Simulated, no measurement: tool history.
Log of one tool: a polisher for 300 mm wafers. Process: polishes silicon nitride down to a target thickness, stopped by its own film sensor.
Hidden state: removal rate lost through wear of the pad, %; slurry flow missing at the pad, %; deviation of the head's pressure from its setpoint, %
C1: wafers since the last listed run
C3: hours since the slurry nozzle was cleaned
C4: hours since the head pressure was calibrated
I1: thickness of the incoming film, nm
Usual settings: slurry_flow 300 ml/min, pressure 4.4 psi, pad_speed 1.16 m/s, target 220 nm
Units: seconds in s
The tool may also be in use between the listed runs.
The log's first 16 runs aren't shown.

Run 17, day 17.417: usual settings but target 257 nm; C1 201; wafers polished on this pad 386; C3 151.6; C4 1033.9; I1 492.8. Result: seconds 94.4 s.
Run 18, day 17.971: usual settings but pad_speed 0.86 m/s; C1 107; wafers polished on this pad 494; C3 164.9; C4 1047.2; I1 499.9. Result: seconds 134.4 s.
At day 18.808: slurry nozzle cleaned.
Run 19, day 18.979: usual settings but pressure 3.8 psi, target 285 nm; C1 187; wafers polished on this pad 682; C3 4.1; C4 1071.4; I1 492.7. Result: seconds 97.2 s.
Run 20, day 20.038: usual settings but pressure 3.6 psi, pad_speed 1.26 m/s, target 305 nm; C1 205; wafers polished on this pad 887; C3 29.5; C4 1096.8; I1 504.7. Result: seconds 96 s.
At day 20.95: worn pad replaced by a new one.
Run 21, day 20.971: usual settings but pressure 5.9 psi; C1 149; wafers polished on this pad 4; C3 51.9; C4 1119.2; I1 492.7. Result: seconds 81.5 s.
Run 22, day 21.412: usual settings; C1 85; wafers polished on this pad 90; C3 62.5; C4 1129.8; I1 497.3. Result: seconds 110.3 s.
At day 21.958: head pressure recalibrated.
Run 23, day 22.596: usual settings but pressure 3.1 psi, target 174 nm; C1 213; wafers polished on this pad 304; C3 90.9; C4 15.3; I1 501.6. Result: seconds 187.8 s.
Run 24, day 23.608: usual settings but slurry_flow 340 ml/min, pressure 4.9 psi, pad_speed 1.48 m/s, target 178 nm; C1 196; wafers polished on this pad 501; C3 115.2; C4 39.6; I1 499.4. Result: seconds 99.2 s.
Run 25, day 25.079: usual settings; C1 286; wafers polished on this pad 787; C3 150.5; C4 74.9; I1 502.7. Result: seconds 113 s.

The next listed run, before its measurement:
Run 26, day 26.038: usual settings but slurry_flow 235 ml/min; C1 186; wafers polished on this pad 973; C3 173.5; C4 97.9; I1 494.7. Result: seconds ?.

Run 26 gave seconds 115.2 s.
Without the tool's hidden state the same run would have given seconds 110.1 s.
